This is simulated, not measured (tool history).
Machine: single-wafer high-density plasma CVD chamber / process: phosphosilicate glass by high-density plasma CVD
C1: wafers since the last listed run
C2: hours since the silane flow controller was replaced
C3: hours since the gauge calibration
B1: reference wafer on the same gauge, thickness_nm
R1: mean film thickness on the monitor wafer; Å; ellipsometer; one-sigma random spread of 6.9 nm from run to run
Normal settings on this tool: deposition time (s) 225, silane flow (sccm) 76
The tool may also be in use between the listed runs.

{"run": 1, "day": 0.0, "deposition time (s)": 256, "silane flow (sccm)": 79, "C1": 0, "C2": 1182.2, "C3": 747.0, "B1": 1458.063, "R1": 20771.19}
{"run": 2, "day": 4.004, "deposition time (s)": 256, "silane flow (sccm)": 79, "C1": 626, "C2": 1278.3, "C3": 843.1, "B1": 1461.351, "R1": 20823.7}
{"run": 3, "day": 16.35, "deposition time (s)": 225, "silane flow (sccm)": 76, "C1": 1930, "C2": 1574.6, "C3": 1139.4, "B1": 1457.068, "R1": 17267.14}
{"run": 4, "day": 20.612, "deposition time (s)": 225, "silane flow (sccm)": 76, "C1": 666, "C2": 1676.9, "C3": 1241.7, "B1": 1459.512, "R1": 17291.27}
{"day": 23.292, "done": "gauge calibrated"}
{"run": 5, "day": 25.067, "deposition time (s)": 225, "silane flow (sccm)": 67, "C1": 696, "C2": 1783.8, "C3": 42.6, "B1": 1461.747, "R1": 15276.84}
{"run": 6, "day": 26.846, "deposition time (s)": 225, "silane flow (sccm)": 67, "C1": 278, "C2": 1826.5, "C3": 85.3, "B1": 1457.744, "R1": 15095.07}
{"run": 7, "day": 28.35, "deposition time (s)": 225, "silane flow (sccm)": 67, "C1": 235, "C2": 1862.6, "C3": 121.4, "B1": 1460.806, "R1": 15092.72}
{"run": 8, "day": 30.862, "deposition time (s)": 225, "silane flow (sccm)": 76, "C1": 392, "C2": 1922.9, "C3": 181.7, "B1": 1461.196, "R1": 17096.44}
{"run": 9, "day": 34.675, "deposition time (s)": 205, "silane flow (sccm)": 76, "C1": 596, "C2": 2014.4, "C3": 273.2, "B1": 1461.02, "R1": 15536.09}
{"day": 36.308, "done": "silane flow controller replaced"}
{"run": 10, "day": 38.717, "deposition time (s)": 225, "silane flow (sccm)": 76, "C1": 579, "C2": 57.8, "C3": 370.2, "B1": 1456.85, "R1": 17700.51}
{"run": 11, "day": 42.8, "deposition time (s)": 225, "silane flow (sccm)": 82, "C1": 638, "C2": 155.8, "C3": 468.2, "B1": 1458.032, "R1": 19258.9}
{"run": 12, "day": 46.896, "deposition time (s)": 256, "silane flow (sccm)": 81, "C1": 640, "C2": 254.1, "C3": 566.5, "B1": 1458.981, "R1": 21559.35}
{"run": 13, "day": 51.108, "deposition time (s)": 197, "silane flow (sccm)": 90, "C1": 658, "C2": 355.2, "C3": 667.6, "B1": 1460.066, "R1": 18442.71}
{"run": 14, "day": 55.458, "deposition time (s)": 210, "silane flow (sccm)": 81, "C1": 680, "C2": 459.6, "C3": 772.0, "B1": 1456.14, "R1": 17781.4}
{"run": 15, "day": 57.188, "deposition time (s)": 238, "silane flow (sccm)": 62, "C1": 270, "C2": 501.1, "C3": 813.5, "B1": 1459.692, "R1": 15308.61}
{"run": 16, "day": 58.867, "deposition time (s)": 225, "silane flow (sccm)": 76, "C1": 262, "C2": 541.4, "C3": 853.8, "B1": 1457.879, "R1": 17735.11}

Give the tool's hidden conditions for every run:
gauge reads high (%): 0 at every run
H1: delivered silane flow above the setpoint (%)
run=1 H1=-1.63
run=2 H1=-1.87
run=3 H1=-2.7
run=4 H1=-3.03
run=5 H1=-3.39
run=6 H1=-3.55
run=7 H1=-3.68
run=8 H1=-3.9
run=9 H1=-4.26
run=10 H1=-0.137
run=11 H1=-0.158
run=12 H1=-0.198
run=13 H1=-0.259
run=14 H1=-0.342
run=15 H1=-0.382
run=16 H1=-0.423

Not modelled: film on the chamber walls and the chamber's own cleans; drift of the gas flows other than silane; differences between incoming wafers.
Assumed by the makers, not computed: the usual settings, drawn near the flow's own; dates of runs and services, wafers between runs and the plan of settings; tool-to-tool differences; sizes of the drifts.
